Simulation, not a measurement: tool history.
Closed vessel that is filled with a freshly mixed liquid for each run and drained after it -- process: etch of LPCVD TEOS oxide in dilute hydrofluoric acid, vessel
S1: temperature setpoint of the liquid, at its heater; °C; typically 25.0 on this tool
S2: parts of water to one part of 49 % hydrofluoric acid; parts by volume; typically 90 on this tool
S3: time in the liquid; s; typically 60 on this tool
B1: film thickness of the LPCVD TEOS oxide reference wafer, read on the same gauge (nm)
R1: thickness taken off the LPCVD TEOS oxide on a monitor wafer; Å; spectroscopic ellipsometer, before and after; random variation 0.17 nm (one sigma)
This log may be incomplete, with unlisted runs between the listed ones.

run 1 hour=0.0 | S1=25.0 S2=125 S3=45 | B1=40.00 | R1=113.8
run 2 hour=15.4 | S1=25.0 S2=125 S3=45 | B1=39.98 | R1=115.7
run 3 hour=29.4 | S1=25.0 S2=90 S3=35 | B1=40.00 | R1=129.2
run 4 hour=40.9 | S1=25.0 S2=90 S3=35 | B1=40.01 | R1=129.0
run 5 hour=50.1 | S1=25.0 S2=90 S3=35 | B1=39.97 | R1=129.2
run 6 hour=60.1 | S1=25.0 S2=90 S3=60 | B1=39.99 | R1=220.0
run 7 hour=96.1 | S1=29.0 S2=55 S3=60 | B1=40.02 | R1=442.7
run 8 hour=104.7 | S1=25.0 S2=90 S3=70 | B1=39.99 | R1=257.0
run 9 hour=119.3 | S1=27.5 S2=90 S3=60 | B1=39.98 | R1=242.7
run 10 hour=133.6 | S1=25.0 S2=125 S3=45 | B1=39.99 | R1=112.0
-- hour=136.4 thermometer replaced
-- hour=140.8 gauge calibrated
-- hour=147.2 hydrofluoric acid flow meter replaced
run 11 hour=147.7 | S1=20.5 S2=90 S3=60 | B1=40.00 | R1=213.4
run 12 hour=160.8 | S1=25.0 S2=50 S3=40 | B1=40.00 | R1=321.9
run 13 hour=173.4 | S1=27.0 S2=75 S3=75 | B1=40.03 | R1=420.2
run 14 hour=188.2 | S1=28.5 S2=110 S3=60 | B1=40.01 | R1=231.5
run 15 hour=201.8 | S1=25.0 S2=105 S3=90 | B1=40.02 | R1=320.9
run 16 hour=216.1 | S1=27.0 S2=90 S3=50 | B1=40.00 | R1=229.2
run 17 hour=228.4 | S1=27.0 S2=55 S3=30 | B1=39.98 | R1=238.2
run 18 hour=236.9 | S1=25.0 S2=90 S3=35 | B1=39.98 | R1=148.0

Branching from run 18: 3 alternative next runs. What would each branch give?
run A hour=237.6 | S1=25.0 S2=90 S3=60 | B1=? | R1=?
run B hour=237.6 | S1=23.5 S2=90 S3=75 | B1=? | R1=?
run C hour=237.6 | S1=25.0 S2=110 S3=60 | B1=? | R1=?

run=A B1=40.00 R1=254.3
run=B B1=40.00 R1=299.5
run=C B1=40.00 R1=202.8
The same runs, with their run-to-run variation unchanged, on a tool lacking any hidden condition would have given:
run=A R1=263.8
run=B R1=310.7
run=C R1=210.5
